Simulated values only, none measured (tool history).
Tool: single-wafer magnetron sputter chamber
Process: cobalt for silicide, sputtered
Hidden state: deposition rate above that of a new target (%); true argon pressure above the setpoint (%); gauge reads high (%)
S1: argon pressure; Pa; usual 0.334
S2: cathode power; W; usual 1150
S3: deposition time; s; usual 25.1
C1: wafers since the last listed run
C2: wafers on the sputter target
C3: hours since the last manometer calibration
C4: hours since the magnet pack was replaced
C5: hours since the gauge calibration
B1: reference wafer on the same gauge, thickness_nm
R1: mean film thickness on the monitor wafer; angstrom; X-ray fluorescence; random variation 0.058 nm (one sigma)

run,hour,S1,S2,S3,C1,C2,C3,C4,C5,B1,R1
1,0.0,0.334,1150,25.1,0,2673,1460.4,12473.7,204.0,15.496,162.09
2,7.8,0.334,1150,25.1,246,2919,1468.2,12481.5,211.8,15.500,161.60
3,14.4,0.247,1150,25.1,208,3128,1474.8,12488.1,218.4,15.489,165.73
4,27.9,0.334,1150,27.5,426,3555,1488.3,12501.6,231.9,15.487,176.02
# hour 31.6: gauge calibrated
5,34.1,0.334,900,25.1,195,3751,1494.5,12507.8,2.5,15.505,126.26
6,40.5,0.334,1150,25.1,202,3953,1500.9,12514.2,8.9,15.489,159.61
7,54.9,0.334,1150,25.1,455,4408,1515.3,12528.6,23.3,15.487,160.89
8,67.3,0.334,1150,25.1,391,4800,1527.7,12541.0,35.7,15.513,160.57
9,77.3,0.334,1350,25.1,316,5116,1537.7,12551.0,45.7,15.499,186.86
10,91.2,0.334,1350,25.1,439,5555,1551.6,12564.9,59.6,15.502,188.02
11,107.8,0.334,1350,25.1,524,6080,1568.2,12581.5,76.2,15.515,188.46
12,118.7,0.334,1150,23.5,344,6424,1579.1,12592.4,87.1,15.499,149.70
# hour 134.6: sputter target and shields replaced
13,170.6,0.334,1150,23.5,1387,1136,1631.0,12644.3,139.0,15.515,152.87
14,176.8,0.334,1150,23.5,195,1332,1637.2,12650.5,145.2,15.515,152.54
15,192.7,0.272,1150,25.1,502,1834,1653.1,12666.4,161.1,15.517,165.26
16,206.4,0.334,1150,25.1,432,2267,1666.8,12680.1,174.8,15.489,161.78
17,214.4,0.334,1150,25.1,252,2520,1674.8,12688.1,182.8,15.495,161.92
18,225.6,0.400,1400,20.5,353,2874,1686.0,12699.3,194.0,15.514,157.27
19,238.3,0.461,1000,25.1,401,3275,1698.7,12712.0,206.7,15.517,133.78
# hour 247.6: capacitance manometer re-zeroed and calibrated
20,248.1,0.463,1150,25.1,56,3332,0.5,12721.8,216.5,15.500,153.62
21,263.6,0.454,1000,29.7,489,3822,16.0,12737.3,232.0,15.501,159.87
# hour 312.7: gauge calibrated
22,316.4,0.334,1150,25.1,1668,5491,68.8,12790.1,3.7,15.520,160.03
# hour 332.6: sputter target and shields replaced
23,333.1,0.467,1300,28.5,274,15,85.5,12806.8,20.4,15.517,202.10
24,340.3,0.334,950,25.1,227,242,92.7,12814.0,27.6,15.506,134.91
25,347.6,0.334,1400,29.4,230,473,100.0,12821.3,34.9,15.492,233.83
# hour 360.6: magnet pack replaced
26,362.3,0.334,1150,25.1,211,685,114.7,1.7,49.6,15.496,163.27
27,375.4,0.433,1150,23.4,414,1099,127.8,14.8,62.7,15.515,146.36
28,386.1,0.393,1000,28.4,338,1437,138.5,25.5,73.4,15.514,156.42
29,400.8,0.467,1300,28.5,464,1902,153.2,40.2,88.1,15.508,198.49
30,417.2,0.258,1150,21.7,518,2420,169.6,56.6,104.5,15.488,143.82
31,432.9,0.467,1300,28.5,496,2916,185.3,72.3,120.2,15.497,197.94
32,443.6,0.334,1400,28.7,338,3254,196.0,83.0,130.9,15.509,223.48
33,452.3,0.334,1150,25.1,274,3529,204.7,91.7,139.6,15.500,161.38
34,467.9,0.334,1150,25.1,493,4022,220.3,107.3,155.2,15.514,160.96

How the hidden state differs across the entries between the runs, from the last listed run before each to the first after it:
Between runs 4 and 5: gauge calibrated (hour 31.6)
  deposition rate above that of a new target (%): -2.42 -> -2.47
  measured less the result without the state, R1: -4.37 -> -3.20 angstrom
Between runs 12 and 13: sputter target and shields replaced (hour 134.6)
  deposition rate above that of a new target (%): -2.89 -> -1.24
  measured less the result without the state, R1: -4.44 -> -1.92 angstrom
Between runs 19 and 20: capacitance manometer re-zeroed and calibrated (hour 247.6)
  deposition rate above that of a new target (%): -2.33 -> -2.42
  measured less the result without the state, R1: -3.19 -> -3.82 angstrom
Between runs 21 and 22: gauge calibrated (hour 312.7)
  deposition rate above that of a new target (%): -2.54 -> -2.81
  measured less the result without the state, R1: -4.17 -> -4.63 angstrom
Between runs 22 and 23: sputter target and shields replaced (hour 332.6)
  deposition rate above that of a new target (%): -2.81 -> -0.0777
  measured less the result without the state, R1: -4.63 -> -0.16 angstrom
Between runs 25 and 26: magnet pack replaced (hour 360.6)
  deposition rate above that of a new target (%): -0.592 -> -1.02
  measured less the result without the state, R1: -1.39 -> -1.68 angstrom
